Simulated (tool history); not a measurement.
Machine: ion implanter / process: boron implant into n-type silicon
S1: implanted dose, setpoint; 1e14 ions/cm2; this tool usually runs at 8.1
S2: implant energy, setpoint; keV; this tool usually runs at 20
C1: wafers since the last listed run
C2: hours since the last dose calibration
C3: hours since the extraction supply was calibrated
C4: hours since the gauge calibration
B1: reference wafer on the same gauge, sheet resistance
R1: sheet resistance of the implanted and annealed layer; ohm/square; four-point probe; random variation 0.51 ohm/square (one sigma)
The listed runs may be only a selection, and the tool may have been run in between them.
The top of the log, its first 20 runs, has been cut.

run	hour	S1	S2	C1	C2	C3	C4	B1	R1
21	485.1	8.83	25	463	41	4012.4	594.2	127.68	129.26
22	520.1	10.01	16	858	76	4047.4	629.2	127.26	122.68
# hour 528.2: gauge calibrated
23	551.6	8.1	26	772	107.5	4078.9	23.4	130.76	141.82
24	573	8.1	20	524	128.9	4100.3	44.8	130.68	143.78
25	608.3	8.1	16	865	164.2	4135.6	80.1	130.6	147.47
26	622.8	8.8	20	355	178.7	4150.1	94.6	130.66	134.96
27	648.2	8.77	20	623	204.1	4175.5	120	130.65	135.02
# hour 656.9: extraction supply calibrated
28	671.8	5.71	20	382	227.7	14.9	143.6	130.49	193.16
29	690.2	8.1	20	451	246.1	33.3	162	130.47	144.27
30	769.3	10.1	17.5	1940	325.2	112.4	241.1	130.35	122.39
31	801.3	9.87	22	785	357.2	144.4	273.1	130.08	121.71
32	816.1	5.71	20	363	372	159.2	287.9	130.05	191.44
33	841.1	8.1	20	613	397	184.2	312.9	129.77	142.92
34	912.7	6.87	16.5	1756	468.6	255.8	384.5	129.42	165.42
35	937.8	8.1	20	615	493.7	280.9	409.6	129.22	142.9

Predict each of these 5 candidate next runs independently; none follows another, all start after run 35:
A	938.2	8.1	20	9	494.1	281.3	410	?	?
B	938.2	10.11	26	9	494.1	281.3	410	?	?
C	938.2	7.48	25.5	9	494.1	281.3	410	?	?
D	938.2	10.17	24.5	9	494.1	281.3	410	?	?
E	938.2	8.1	17	9	494.1	281.3	410	?	?

run	B1	R1
A	129.35	143.1
B	129.35	117.32
C	129.35	150.04
D	129.35	117.33
E	129.35	145.22
With no hidden state in the tool, these same runs would have given:
run	R1
A	145.05
B	118.92
C	152.08
D	118.93
E	147.19
